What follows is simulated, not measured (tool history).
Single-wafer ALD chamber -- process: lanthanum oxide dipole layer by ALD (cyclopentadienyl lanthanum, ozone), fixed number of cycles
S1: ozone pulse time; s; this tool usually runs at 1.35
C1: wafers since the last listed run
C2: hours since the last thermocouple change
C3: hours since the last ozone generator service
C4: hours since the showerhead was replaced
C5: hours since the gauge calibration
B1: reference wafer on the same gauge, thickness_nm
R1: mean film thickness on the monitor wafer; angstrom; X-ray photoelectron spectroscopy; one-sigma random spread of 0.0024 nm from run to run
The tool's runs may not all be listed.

run 1 hour=0.0 | S1=1.35 | C1=0 C2=1770.0 C3=222.8 C4=4805.4 C5=334.7 | B1=0.548 | R1=5.86
run 2 hour=10.9 | S1=1.35 | C1=150 C2=1780.9 C3=233.7 C4=4816.3 C5=345.6 | B1=0.548 | R1=5.82
run 3 hour=26.7 | S1=1.16 | C1=218 C2=1796.7 C3=249.5 C4=4832.1 C5=361.4 | B1=0.546 | R1=5.57
-- hour=34.4 gauge calibrated
run 4 hour=38.1 | S1=1.16 | C1=157 C2=1808.1 C3=260.9 C4=4843.5 C5=3.7 | B1=0.547 | R1=5.56
run 5 hour=45.9 | S1=1.05 | C1=107 C2=1815.9 C3=268.7 C4=4851.3 C5=11.5 | B1=0.548 | R1=5.32
-- hour=89.2 showerhead replaced
run 6 hour=95.9 | S1=1.05 | C1=579 C2=1865.9 C3=318.7 C4=6.7 C5=61.5 | B1=0.548 | R1=5.32
run 7 hour=113.5 | S1=1.05 | C1=242 C2=1883.5 C3=336.3 C4=24.3 C5=79.1 | B1=0.547 | R1=5.31
run 8 hour=127.5 | S1=1.48 | C1=193 C2=1897.5 C3=350.3 C4=38.3 C5=93.1 | B1=0.547 | R1=5.92
run 9 hour=140.1 | S1=1.48 | C1=173 C2=1910.1 C3=362.9 C4=50.9 C5=105.7 | B1=0.547 | R1=5.92
run 10 hour=154.9 | S1=1.00 | C1=204 C2=1924.9 C3=377.7 C4=65.7 C5=120.5 | B1=0.547 | R1=5.17
run 11 hour=168.3 | S1=1.54 | C1=184 C2=1938.3 C3=391.1 C4=79.1 C5=133.9 | B1=0.548 | R1=5.99
run 12 hour=185.2 | S1=1.35 | C1=233 C2=1955.2 C3=408.0 C4=96.0 C5=150.8 | B1=0.547 | R1=5.77
run 13 hour=198.0 | S1=1.55 | C1=176 C2=1968.0 C3=420.8 C4=108.8 C5=163.6 | B1=0.548 | R1=5.95
run 14 hour=206.4 | S1=1.35 | C1=115 C2=1976.4 C3=429.2 C4=117.2 C5=172.0 | B1=0.547 | R1=5.78
run 15 hour=246.1 | S1=0.87 | C1=547 C2=2016.1 C3=468.9 C4=156.9 C5=211.7 | B1=0.547 | R1=4.82
run 16 hour=254.8 | S1=1.15 | C1=120 C2=2024.8 C3=477.6 C4=165.6 C5=220.4 | B1=0.546 | R1=5.52
run 17 hour=304.1 | S1=1.77 | C1=680 C2=2074.1 C3=526.9 C4=214.9 C5=269.7 | B1=0.548 | R1=6.10
run 18 hour=318.1 | S1=1.18 | C1=193 C2=2088.1 C3=540.9 C4=228.9 C5=283.7 | B1=0.546 | R1=5.51
run 19 hour=332.9 | S1=1.58 | C1=204 C2=2102.9 C3=555.7 C4=243.7 C5=298.5 | B1=0.547 | R1=6.01
-- hour=354.5 ozone generator serviced
run 20 hour=355.0 | S1=1.35 | C1=194 C2=2125.0 C3=0.5 C4=265.8 C5=320.6 | B1=0.546 | R1=5.97
-- hour=364.0 thermocouple changed; heater temperature recalibrated
run 21 hour=364.5 | S1=1.35 | C1=20 C2=0.5 C3=10.0 C4=275.3 C5=330.1 | B1=0.546 | R1=5.97
run 22 hour=366.7 | S1=1.35 | C1=30 C2=2.7 C3=12.2 C4=277.5 C5=332.3 | B1=0.547 | R1=6.03
run 23 hour=384.5 | S1=1.64 | C1=245 C2=20.5 C3=30.0 C4=295.3 C5=350.1 | B1=0.547 | R1=6.15
run 24 hour=393.4 | S1=1.49 | C1=122 C2=29.4 C3=38.9 C4=304.2 C5=359.0 | B1=0.546 | R1=6.12
run 25 hour=400.4 | S1=1.88 | C1=96 C2=36.4 C3=45.9 C4=311.2 C5=366.0 | B1=0.548 | R1=6.36
run 26 hour=411.7 | S1=1.35 | C1=155 C2=47.7 C3=57.2 C4=322.5 C5=377.3 | B1=0.548 | R1=5.95
run 27 hour=419.0 | S1=1.65 | C1=100 C2=55.0 C3=64.5 C4=329.8 C5=384.6 | B1=0.547 | R1=6.21
run 28 hour=431.6 | S1=1.35 | C1=173 C2=67.6 C3=77.1 C4=342.4 C5=397.2 | B1=0.546 | R1=5.98
-- hour=445.1 gauge calibrated
run 29 hour=445.5 | S1=1.04 | C1=191 C2=81.5 C3=91.0 C4=356.3 C5=0.4 | B1=0.546 | R1=5.48
run 30 hour=465.0 | S1=1.72 | C1=269 C2=101.0 C3=110.5 C4=375.8 C5=19.9 | B1=0.547 | R1=6.22
run 31 hour=474.8 | S1=0.98 | C1=135 C2=110.8 C3=120.3 C4=385.6 C5=29.7 | B1=0.548 | R1=5.36
run 32 hour=482.7 | S1=1.48 | C1=109 C2=118.7 C3=128.2 C4=393.5 C5=37.6 | B1=0.547 | R1=6.03
run 33 hour=492.2 | S1=1.35 | C1=131 C2=128.2 C3=137.7 C4=403.0 C5=47.1 | B1=0.547 | R1=5.90
run 34 hour=503.6 | S1=1.35 | C1=157 C2=139.6 C3=149.1 C4=414.4 C5=58.5 | B1=0.547 | R1=5.92

Measured less the same run without the tool's hidden state. The same run-to-run variation is in both; the gauge's scatter may not be:
Hidden state at play: wafer temperature above the value expected at the setpoint (K); ozone dose above that of a generator just serviced (%); gauge reads high (%).
run=1 R1=-0.17
run=2 R1=-0.17
run=3 R1=-0.23
run=4 R1=-0.23
run=5 R1=-0.25
run=6 R1=-0.28
run=7 R1=-0.29
run=8 R1=-0.18
run=9 R1=-0.18
run=10 R1=-0.32
run=11 R1=-0.18
run=12 R1=-0.23
run=13 R1=-0.18
run=14 R1=-0.23
run=15 R1=-0.38
run=16 R1=-0.29
run=17 R1=-0.14
run=18 R1=-0.30
run=19 R1=-0.18
run=20 R1=+0.00
run=21 R1=-0.01
run=22 R1=-0.01
run=23 R1=-0.02
run=24 R1=-0.03
run=25 R1=-0.01
run=26 R1=-0.05
run=27 R1=-0.03
run=28 R1=-0.06
run=29 R1=-0.11
run=30 R1=-0.05
run=31 R1=-0.14
run=32 R1=-0.08
run=33 R1=-0.10
run=34 R1=-0.11

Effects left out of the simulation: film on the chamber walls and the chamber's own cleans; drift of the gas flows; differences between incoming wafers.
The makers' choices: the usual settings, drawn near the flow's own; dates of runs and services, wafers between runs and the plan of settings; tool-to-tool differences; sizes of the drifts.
